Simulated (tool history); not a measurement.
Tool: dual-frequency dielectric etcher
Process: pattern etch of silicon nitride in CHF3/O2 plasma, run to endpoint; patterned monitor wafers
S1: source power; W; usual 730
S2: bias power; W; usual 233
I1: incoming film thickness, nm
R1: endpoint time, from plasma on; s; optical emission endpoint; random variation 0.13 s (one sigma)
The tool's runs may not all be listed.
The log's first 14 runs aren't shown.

run	day	S1	S2	I1	R1
15	19.167	730	233	77.1	39.8
# day 19.638: source power generator calibrated
16	19.788	650	177	76.5	44.8
# day 21.117: wet clean of the chamber, repeated, since the last time left the tool worse
17	21.138	730	233	76.2	41.4
18	21.767	680	233	76.0	42.7
19	22.696	800	273	76.7	38.2
20	23.838	730	233	76.5	41.6
21	24.354	850	286	77.1	37.0
22	24.979	730	233	76.4	41.5
23	25.517	730	233	75.7	40.7
24	26.454	680	191	76.4	45.2
25	27.154	730	233	75.8	41.0
26	28.492	800	198	75.9	41.5
27	29.329	680	265	76.4	40.7
28	29.979	810	254	77.0	38.8
29	31.308	730	233	76.2	41.0
30	32.442	550	217	76.5	46.9

Forecast each of these 5 alternatives for the next run:
A	32.458	730	284	76.1	?
B	32.458	650	233	76.1	?
C	32.458	630	211	76.1	?
D	32.458	610	286	76.1	?
E	32.458	650	278	76.1	?

run	R1
A	38.4
B	42.8
C	44.7
D	41.1
E	40.5
Without the tool's hidden state the same runs would have given:
run	R1
A	39.2
B	43.7
C	45.6
D	41.9
E	41.3
